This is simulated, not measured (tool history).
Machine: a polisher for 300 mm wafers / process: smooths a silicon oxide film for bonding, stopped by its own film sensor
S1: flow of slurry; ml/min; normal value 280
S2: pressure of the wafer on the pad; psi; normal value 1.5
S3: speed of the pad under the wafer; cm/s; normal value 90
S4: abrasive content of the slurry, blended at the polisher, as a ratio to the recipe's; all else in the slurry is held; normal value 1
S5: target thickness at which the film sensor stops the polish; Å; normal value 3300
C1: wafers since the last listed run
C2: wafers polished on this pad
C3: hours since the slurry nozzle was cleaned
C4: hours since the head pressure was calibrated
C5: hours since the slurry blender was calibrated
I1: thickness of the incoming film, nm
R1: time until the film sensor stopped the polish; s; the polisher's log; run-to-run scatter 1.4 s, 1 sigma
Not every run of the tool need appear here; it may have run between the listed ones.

Run 1, day 0: usual settings; C1 0; C2 264; C3 184.9; C4 923.6; C5 397.5; I1 374.4. Result: R1 100.4 s.
Run 2, day 0.375: usual settings; C1 88; C2 352; C3 193.9; C4 932.6; C5 406.5; I1 364.8. Result: R1 77.3 s.
Run 3, day 0.675: usual settings but S4 1.1, S5 3240 Å; C1 70; C2 423; C3 201.1; C4 939.8; C5 413.7; I1 365.6. Result: R1 93.5 s.
Run 4, day 1.033: usual settings but S4 1.1, S5 3240 Å; C1 84; C2 507; C3 209.7; C4 948.4; C5 422.3; I1 372.1. Result: R1 106.8 s.
At day 1.554: worn pad replaced by a new one.
Run 5, day 1.683: usual settings but S4 1.1, S5 3240 Å; C1 113; C2 30; C3 225.3; C4 964; C5 437.9; I1 369.1. Result: R1 101.2 s.
Run 6, day 2.371: usual settings but S5 3190 Å; C1 161; C2 191; C3 241.8; C4 980.5; C5 454.4; I1 364.6. Result: R1 106.7 s.
Run 7, day 2.75: usual settings but S1 305 ml/min, S5 3190 Å; C1 89; C2 281; C3 250.9; C4 989.6; C5 463.5; I1 372.5. Result: R1 120.6 s.
Run 8, day 3.096: usual settings but S1 305 ml/min, S5 3190 Å; C1 81; C2 362; C3 259.2; C4 997.9; C5 471.8; I1 365.4. Result: R1 109.7 s.
Run 9, day 3.504: usual settings but S1 305 ml/min, S5 3190 Å; C1 96; C2 458; C3 269; C4 1007.7; C5 481.6; I1 364.5. Result: R1 106 s.
At day 3.942: slurry blender recalibrated.
At day 4.117: worn pad replaced by a new one.
Run 10, day 4.254: usual settings but S5 3220 Å; C1 117; C2 32; C3 287; C4 1025.7; C5 7.5; I1 372.7. Result: R1 108 s.
At day 4.362: head pressure recalibrated.
Run 11, day 4.742: usual settings but S4 1.1, S5 3210 Å; C1 95; C2 127; C3 298.7; C4 9.1; C5 19.2; I1 366. Result: R1 90.8 s.
Run 12, day 5.15: usual settings but S1 250 ml/min; C1 96; C2 223; C3 308.5; C4 18.9; C5 29; I1 366.2. Result: R1 74.4 s.
Run 13, day 5.704: usual settings but S1 340 ml/min, S4 1.1; C1 130; C2 353; C3 321.8; C4 32.2; C5 42.3; I1 367.6. Result: R1 75.7 s.
Run 14, day 6.1: usual settings but S1 225 ml/min, S2 1 psi, S4 1.15, S5 3240 Å; C1 93; C2 446; C3 331.3; C4 41.7; C5 51.8; I1 369.8. Result: R1 120.4 s.
At day 6.929: worn pad replaced by a new one.
Run 15, day 6.95: usual settings but S1 250 ml/min, S2 1 psi, S4 1.2, S5 3370 Å; C1 160; C2 4; C3 351.7; C4 62.1; C5 72.2; I1 377. Result: R1 100.1 s.
At day 7.133: slurry nozzle cleaned.
Run 16, day 7.3: usual settings; C1 72; C2 77; C3 4; C4 70.5; C5 80.6; I1 370.1. Result: R1 85.3 s.

Run 17 is up next; what results do you expect?
Run 17, day 7.962: usual settings but S2 1.1 psi, S4 1.25; C1 155; C2 233; C3 19.9; C4 86.4; C5 96.5; I1 369.5. Result: R1 ?.

R1: 89.1 s
With no hidden state in the tool, this same run would have given R1 88.7 s.
